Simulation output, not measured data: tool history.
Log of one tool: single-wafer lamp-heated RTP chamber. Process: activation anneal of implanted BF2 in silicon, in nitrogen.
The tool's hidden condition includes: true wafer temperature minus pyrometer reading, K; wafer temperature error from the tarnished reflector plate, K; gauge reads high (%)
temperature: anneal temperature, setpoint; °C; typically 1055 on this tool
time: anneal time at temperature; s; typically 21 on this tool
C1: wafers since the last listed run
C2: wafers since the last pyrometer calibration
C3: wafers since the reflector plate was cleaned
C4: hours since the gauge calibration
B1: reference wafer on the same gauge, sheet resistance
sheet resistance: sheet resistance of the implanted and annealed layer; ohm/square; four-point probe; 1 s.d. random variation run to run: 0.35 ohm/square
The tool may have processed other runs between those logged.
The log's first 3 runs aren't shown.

Run 4, hour 58.3: usual settings; C1 210; C2 2996; C3 859; C4 937.3; B1 127.05. Result: sheet resistance 131.9 ohm/square.
Run 5, hour 83.8: usual settings but temperature 1066 °C, time 16 s; C1 436; C2 3433; C3 1295; C4 962.8; B1 126.96. Result: sheet resistance 130.68 ohm/square.
Run 6, hour 112.3: usual settings but temperature 1066 °C, time 16 s; C1 487; C2 3920; C3 1783; C4 991.3; B1 126.97. Result: sheet resistance 130.4 ohm/square.
Run 7, hour 135.3: usual settings; C1 393; C2 4313; C3 2176; C4 1014.3; B1 126.88. Result: sheet resistance 131.46 ohm/square.
Run 8, hour 151.3: usual settings but temperature 1078 °C; C1 273; C2 4587; C3 2450; C4 1030.3; B1 127.12. Result: sheet resistance 127.03 ohm/square.
At hour 171.9: pyrometer window cleaned and pyrometer calibrated.
Run 9, hour 172.4: usual settings but temperature 1078 °C; C1 224; C2 9; C3 2674; C4 1051.4; B1 127.07. Result: sheet resistance 128.28 ohm/square.
Run 10, hour 192.2: usual settings but temperature 1078 °C; C1 338; C2 347; C3 3012; C4 1071.2; B1 127.01. Result: sheet resistance 127.95 ohm/square.
Run 11, hour 234.1: usual settings; C1 716; C2 1064; C3 3729; C4 1113.1; B1 126.96. Result: sheet resistance 132.83 ohm/square.
Run 12, hour 252: usual settings but temperature 1079 °C; C1 306; C2 1370; C3 4035; C4 1131; B1 127.05. Result: sheet resistance 127.16 ohm/square.
Run 13, hour 276: usual settings but temperature 1040 °C, time 32 s; C1 410; C2 1781; C3 4446; C4 1155; B1 126.96. Result: sheet resistance 132.98 ohm/square.
Run 14, hour 299.3: usual settings but temperature 1076 °C, time 33 s; C1 398; C2 2179; C3 4844; C4 1178.3; B1 126.81. Result: sheet resistance 125.67 ohm/square.
Run 15, hour 324.7: usual settings; C1 434; C2 2614; C3 5279; C4 1203.7; B1 127.13. Result: sheet resistance 132.05 ohm/square.
Run 16, hour 339.6: usual settings but temperature 1071 °C; C1 254; C2 2869; C3 5534; C4 1218.6; B1 127.04. Result: sheet resistance 128.45 ohm/square.
At hour 434.4: pyrometer window cleaned and pyrometer calibrated.
At hour 447.9: reflector plate cleaned.
Run 17, hour 448.4: usual settings; C1 1587; C2 102; C3 8; C4 1327.4; B1 127.09. Result: sheet resistance 133.39 ohm/square.
Run 18, hour 453.2: usual settings but temperature 1066 °C, time 10 s; C1 82; C2 184; C3 91; C4 1332.2; B1 127.1. Result: sheet resistance 137.5 ohm/square.
Run 19, hour 470: usual settings but temperature 1078 °C, time 27 s; C1 287; C2 471; C3 378; C4 1349; B1 126.98. Result: sheet resistance 126.39 ohm/square.
Run 20, hour 490.6: usual settings but temperature 1039 °C, time 14 s; C1 352; C2 824; C3 730; C4 1369.6; B1 127.01. Result: sheet resistance 142.1 ohm/square.
Run 21, hour 502.7: usual settings but temperature 1043 °C, time 16 s; C1 206; C2 1031; C3 937; C4 1381.7; B1 127.1. Result: sheet resistance 139.78 ohm/square.
Run 22, hour 516.4: usual settings but temperature 1047 °C, time 29 s; C1 234; C2 1265; C3 1172; C4 1395.4; B1 126.96. Result: sheet resistance 131.81 ohm/square.

The next listed run, before its measurement:
Run 23, hour 539.3: usual settings; C1 391; C2 1657; C3 1563; C4 1418.3; B1 ?. Result: sheet resistance ?.

B1: 126.88
sheet resistance: 131.89 ohm/square
If the tool had no hidden condition, the same run with the same run-to-run variation would have returned sheet resistance 133.8 ohm/square.
